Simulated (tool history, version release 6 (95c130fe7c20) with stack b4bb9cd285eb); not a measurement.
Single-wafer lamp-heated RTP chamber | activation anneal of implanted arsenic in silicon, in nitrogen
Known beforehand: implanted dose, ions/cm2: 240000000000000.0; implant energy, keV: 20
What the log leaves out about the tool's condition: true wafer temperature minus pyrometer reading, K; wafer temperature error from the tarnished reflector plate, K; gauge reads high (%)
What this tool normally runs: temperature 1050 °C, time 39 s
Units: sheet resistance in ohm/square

run	hour	temperature	time	wafers since the last listed run	wafers since the last pyrometer calibration	wafers since the reflector plate was cleaned	hours since the gauge calibration	read-back reference wafer on the same gauge, sheet resistance	sheet resistance
1	0.0	1038	39	0	6237	3841	293.8	283.93	340.26
2	27.1	1050	39	463	6700	4304	320.9	284.03	337.79
3	91.3	1050	39	1098	7799	5403	385.1	284.06	337.71
# hour 120.6: reflector plate cleaned
4	145.8	1050	39	795	8595	430	439.6	283.73	338.36
# hour 181.2: pyrometer window cleaned and pyrometer calibrated
5	205.5	1050	44	884	416	1315	499.3	284.03	337.10
6	247.9	1050	39	725	1141	2040	541.7	283.94	338.21
7	282.1	1050	39	585	1726	2626	575.9	284.00	337.94
8	308.6	1050	39	453	2180	3079	602.4	283.80	337.66
9	343.3	1050	39	593	2774	3673	637.1	284.06	338.46
10	389.9	1050	39	797	3571	4470	683.7	283.81	337.24
# hour 432.3: reflector plate cleaned
11	452.6	1050	39	936	4507	347	746.4	283.92	336.86
12	479.5	1050	39	460	4968	807	773.3	283.93	337.07
13	522.9	1050	39	742	5710	1550	816.7	284.18	336.44
14	580.1	1024	51	978	6689	2529	873.9	284.08	339.75
# hour 597.3: reflector plate cleaned, repeated, since the last time left the tool worse
# hour 641.2: pyrometer window cleaned and pyrometer calibrated
15	641.7	1029	45	780	7	623	935.5	283.99	341.61
16	688.9	1078	54	807	815	1430	982.7	284.14	326.51
17	717.3	1050	39	486	1301	1916	1011.1	284.07	338.70
# hour 739.0: gauge calibrated
18	763.4	1040	53	788	2090	2705	24.4	284.07	337.45
19	814.9	1059	39	881	2971	3587	75.9	284.08	334.66
20	931.0	1072	46	1986	4958	5573	192.0	283.88	329.43
# hour 945.2: reflector plate cleaned
21	984.4	1050	39	776	5735	670	245.4	284.16	338.35
22	1047.2	1050	19	1074	6810	1745	308.2	283.96	343.87
# hour 1181.4: pyrometer window cleaned and pyrometer calibrated
23	1216.4	1050	39	2758	599	4503	477.4	284.28	337.55
24	1285.0	1078	57	1173	1772	5677	546.0	284.12	323.20
# hour 1308.3: reflector plate cleaned
25	1317.1	1050	60	412	2185	150	578.1	284.06	333.98
26	1371.4	1024	55	929	3114	1079	632.4	283.68	341.59

The tool's hidden state at each run:
true wafer temperature minus pyrometer reading, K: 0 in every run
gauge reads high (%): 0 in every run
H1: wafer temperature error from the tarnished reflector plate, K
run	H1
1	3.74
2	4.16
3	5.13
4	0.546
5	1.45
6	2.1
7	2.62
8	3.02
9	3.55
10	4.26
11	8.29
12	8.7
13	9.36
14	10.2
15	0.897
16	1.61
17	2.05
18	2.75
19	3.53
20	5.3
21	1.28
22	2.24
23	4.81
24	5.86
25	0.266
26	1.09
